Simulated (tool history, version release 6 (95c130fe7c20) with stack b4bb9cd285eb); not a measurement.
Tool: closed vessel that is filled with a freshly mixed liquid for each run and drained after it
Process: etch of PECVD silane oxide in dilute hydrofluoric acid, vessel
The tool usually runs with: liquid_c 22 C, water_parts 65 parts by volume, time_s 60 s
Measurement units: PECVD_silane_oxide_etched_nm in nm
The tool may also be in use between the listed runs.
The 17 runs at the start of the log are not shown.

run,hour,liquid_c,water_parts,time_s,wafers since the last listed run,hours since the thermometer was replaced,hours since the hydrofluoric acid flow meter was replaced,hours since the gauge calibration,"read-back film thickness of the PECVD silane oxide reference wafer, read on the same gauge (nm)",PECVD_silane_oxide_etched_nm
18,449.9,22,65,60,3649,2114.6,86.6,518.5,79.99,26.89
# hour 475.5: thermometer replaced
19,483,22,65,60,3486,7.5,119.7,551.6,79.99,26.88
20,509.9,22,35,90,2922,34.4,146.6,578.5,79.97,78.48
21,526.2,20,45,80,1770,50.7,162.9,594.8,79.98,48.67
22,554.6,24,65,85,3084,79.1,191.3,623.2,80.05,41.22
23,576.7,22,65,80,2400,101.2,213.4,645.3,79.96,35.68
24,609,22,80,60,3508,133.5,245.7,677.6,80.01,21.57
# hour 615.6: gauge calibrated
25,626.2,22,65,60,1868,150.7,262.9,10.6,79.98,26.91
26,642.8,26.5,40,80,1803,167.3,279.5,27.2,79.99,72.44
27,677.4,22,75,60,3758,201.9,314.1,61.8,79.98,23.16
28,708.8,18.5,95,90,3410,233.3,345.5,93.2,80.04,22.96
29,731,22,65,60,2411,255.5,367.7,115.4,80,26.74
30,759.5,25.5,65,75,3095,284,396.2,143.9,80.03,38.59
31,783.1,22,65,60,2563,307.6,419.8,167.5,80.01,26.94
32,818.7,25,55,95,3867,343.2,455.4,203.1,79.98,56.45

Below are 3 alternative next runs, each starting from the tool's condition after run 32. Predict each:
A,819.4,22,65,85,76,343.9,456.1,203.8,?,?
B,819.4,27,90,90,76,343.9,456.1,203.8,?,?
C,819.4,22,50,45,76,343.9,456.1,203.8,?,?

run,"read-back film thickness of the PECVD silane oxide reference wafer, read on the same gauge (nm)",PECVD_silane_oxide_etched_nm
A,79.99,38.06
B,79.99,34.44
C,79.99,26.69
Without the tool's unlogged condition, the same runs would have read:
run,PECVD_silane_oxide_etched_nm
A,38.06
B,34.44
C,26.69
